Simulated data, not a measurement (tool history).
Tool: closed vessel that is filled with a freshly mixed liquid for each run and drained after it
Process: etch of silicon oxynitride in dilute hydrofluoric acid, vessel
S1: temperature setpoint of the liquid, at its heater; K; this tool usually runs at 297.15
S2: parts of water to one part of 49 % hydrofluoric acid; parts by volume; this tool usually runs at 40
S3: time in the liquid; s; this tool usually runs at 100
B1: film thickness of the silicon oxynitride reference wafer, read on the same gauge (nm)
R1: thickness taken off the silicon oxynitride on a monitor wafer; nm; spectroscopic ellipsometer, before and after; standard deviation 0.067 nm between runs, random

run 1 day=0 | S1=297.15 S2=40 S3=100 | B1=40 | R1=13.02
run 2 day=1.083 | S1=297.15 S2=40 S3=115 | B1=40.01 | R1=14.83
run 3 day=2.912 | S1=297.15 S2=40 S3=115 | B1=40.01 | R1=14.99
run 4 day=4.638 | S1=297.15 S2=40 S3=100 | B1=39.99 | R1=13.03
run 5 day=6.017 | S1=297.15 S2=40 S3=100 | B1=39.97 | R1=12.95
run 6 day=8.667 | S1=297.15 S2=40 S3=100 | B1=39.98 | R1=13.08
run 7 day=10.412 | S1=297.15 S2=40 S3=100 | B1=39.97 | R1=13.06
run 8 day=12.117 | S1=292.65 S2=35 S3=50 | B1=40.03 | R1=6.04
run 9 day=13.329 | S1=292.65 S2=35 S3=50 | B1=39.98 | R1=6.08
run 10 day=14.917 | S1=293.15 S2=50 S3=70 | B1=40 | R1=5.96
run 11 day=16.588 | S1=293.65 S2=40 S3=100 | B1=40.04 | R1=11.19
run 12 day=19.304 | S1=294.65 S2=60 S3=45 | B1=40 | R1=3.49
run 13 day=20.712 | S1=295.15 S2=20 S3=120 | B1=40.04 | R1=28.85
run 14 day=22.842 | S1=293.65 S2=25 S3=100 | B1=40 | R1=18.11
-- day=25.6 gauge calibrated
run 15 day=25.758 | S1=297.15 S2=40 S3=100 | B1=39.99 | R1=13.41
run 16 day=27.804 | S1=297.15 S2=40 S3=100 | B1=40.02 | R1=13.44
run 17 day=30.675 | S1=299.15 S2=60 S3=100 | B1=40 | R1=9.82
run 18 day=31.804 | S1=294.65 S2=60 S3=45 | B1=40.04 | R1=3.54
run 19 day=33.729 | S1=301.15 S2=40 S3=100 | B1=39.98 | R1=16.4
run 20 day=35.067 | S1=292.65 S2=55 S3=60 | B1=40.05 | R1=4.71
-- day=36.079 thermometer replaced
run 21 day=36.217 | S1=293.65 S2=40 S3=100 | B1=40 | R1=10.75
run 22 day=38.279 | S1=297.15 S2=50 S3=100 | B1=39.99 | R1=10.19
-- day=38.483 hydrofluoric acid flow meter replaced
run 23 day=40.029 | S1=297.15 S2=60 S3=45 | B1=40.01 | R1=3.55
run 24 day=41.254 | S1=297.15 S2=30 S3=100 | B1=40 | R1=16.13
run 25 day=44.058 | S1=300.65 S2=55 S3=55 | B1=39.98 | R1=5.61
run 26 day=46.046 | S1=297.15 S2=30 S3=100 | B1=40.01 | R1=16.21
run 27 day=48.275 | S1=293.15 S2=20 S3=60 | B1=39.95 | R1=12.05
run 28 day=50.554 | S1=297.15 S2=50 S3=135 | B1=39.98 | R1=13.16
run 29 day=51.588 | S1=297.15 S2=40 S3=100 | B1=39.99 | R1=12.3
run 30 day=54.562 | S1=297.15 S2=40 S3=140 | B1=39.97 | R1=17.37
run 31 day=56.479 | S1=297.15 S2=40 S3=100 | B1=39.96 | R1=12.3
run 32 day=58.312 | S1=297.15 S2=40 S3=100 | B1=40 | R1=12.29

Hidden state or all else? Some run-to-run changes of R1, split into what the settings, what came in and random variation would give without the hidden state, and what is left for the hidden state (with any gauge scatter that isn't in both results):
Unlogged tool condition in this case: liquid hotter than its thermometer reads (K); hydrofluoric acid flow above the setpoint (%); gauge reads high (%).
Run 12 -> 13: S1 294.65 -> 295.15, S2 60 -> 20, S3 45 -> 120. R1 +25.36 nm: hidden state +2.56, all else +22.8.
Run 18 -> 19: S1 294.65 -> 301.15, S2 60 -> 40, S3 45 -> 100. R1 +12.86 nm: hidden state +1.49, all else +11.37.
Run 19 -> 20: S1 301.15 -> 292.65, S2 40 -> 55, S3 100 -> 60. R1 -11.69 nm: hidden state -1.34, all else -10.35.
Run 23 -> 24: S2 60 -> 30, S3 45 -> 100. R1 +12.58 nm: hidden state +0.15, all else +12.43.

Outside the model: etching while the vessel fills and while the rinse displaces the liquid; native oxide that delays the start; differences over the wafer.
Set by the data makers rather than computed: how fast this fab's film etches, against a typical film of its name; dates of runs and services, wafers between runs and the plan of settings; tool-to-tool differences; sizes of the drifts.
